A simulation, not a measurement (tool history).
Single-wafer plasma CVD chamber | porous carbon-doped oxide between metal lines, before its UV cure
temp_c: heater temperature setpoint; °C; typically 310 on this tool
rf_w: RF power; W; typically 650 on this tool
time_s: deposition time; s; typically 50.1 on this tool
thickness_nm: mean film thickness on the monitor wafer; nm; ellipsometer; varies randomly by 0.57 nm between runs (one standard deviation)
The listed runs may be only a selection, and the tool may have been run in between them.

run,hour,temp_c,rf_w,time_s,"read-back reference wafer on the same gauge, thickness_nm",thickness_nm
1,0.0,310,650,50.1,313.983,261.067
2,21.7,310,650,50.1,314.118,260.756
3,38.0,310,650,50.1,313.829,259.813
4,60.5,299,650,43.4,314.262,240.482
5,83.8,310,650,42.3,313.843,220.840
6,111.5,310,650,50.1,313.592,260.901
7,143.6,310,650,50.1,314.164,260.119
8,174.0,307,750,50.1,314.021,296.007
9,187.2,307,750,50.1,313.986,296.096
10,201.6,307,750,50.1,313.943,296.854
11,218.5,310,650,50.1,313.634,260.250
12,236.4,310,650,50.1,314.107,260.503
# hour 291.8: gauge calibrated
# hour 297.6: thermocouple changed; heater temperature recalibrated
13,298.1,310,650,50.1,314.384,267.007
14,309.9,310,650,50.1,314.087,266.703
15,338.5,302,650,56.2,314.363,310.705
16,364.9,310,650,58.4,314.000,309.076
17,383.5,323,560,50.1,314.059,219.120
18,418.6,307,750,50.1,313.985,301.824
19,432.5,310,550,52.6,314.130,240.515
20,447.2,310,650,50.1,314.008,263.066
21,471.3,310,740,57.3,313.955,333.342
# hour 483.6: RF generator calibrated
# hour 522.1: showerhead replaced
22,538.8,310,770,50.1,314.121,300.954
23,554.2,310,750,42.5,313.861,251.119
24,578.4,304,650,53.1,314.078,287.047
25,608.2,316,770,40.7,313.591,238.861
26,641.4,310,650,41.1,314.276,215.661
27,657.0,305,695,58.1,313.947,328.366
28,676.4,305,650,41.1,313.855,221.165
29,688.7,300,565,56.6,313.953,275.904
30,722.3,310,535,45.0,313.669,199.175
31,741.4,319,550,59.1,313.830,254.472
32,763.9,303,765,57.4,314.269,351.816
33,798.0,296,565,40.1,314.032,200.682

Consider 5 possible next runs. They are alternatives, not a sequence: every one starts from the tool as it was left by run 33. What does each give?
A,798.4,310,650,50.1,?,?
B,798.4,296,740,40.4,?,?
C,798.4,319,775,53.4,?,?
D,798.4,298,530,45.1,?,?
E,798.4,321,590,50.1,?,?

run,"read-back reference wafer on the same gauge, thickness_nm",thickness_nm
A,313.787,261.738
B,313.787,253.141
C,313.787,306.559
D,313.787,211.071
E,313.787,228.779
Stripped of hidden state, with their random variation kept, the same runs would have yielded:
run,thickness_nm
A,268.560
B,260.374
C,314.173
D,217.006
E,234.386
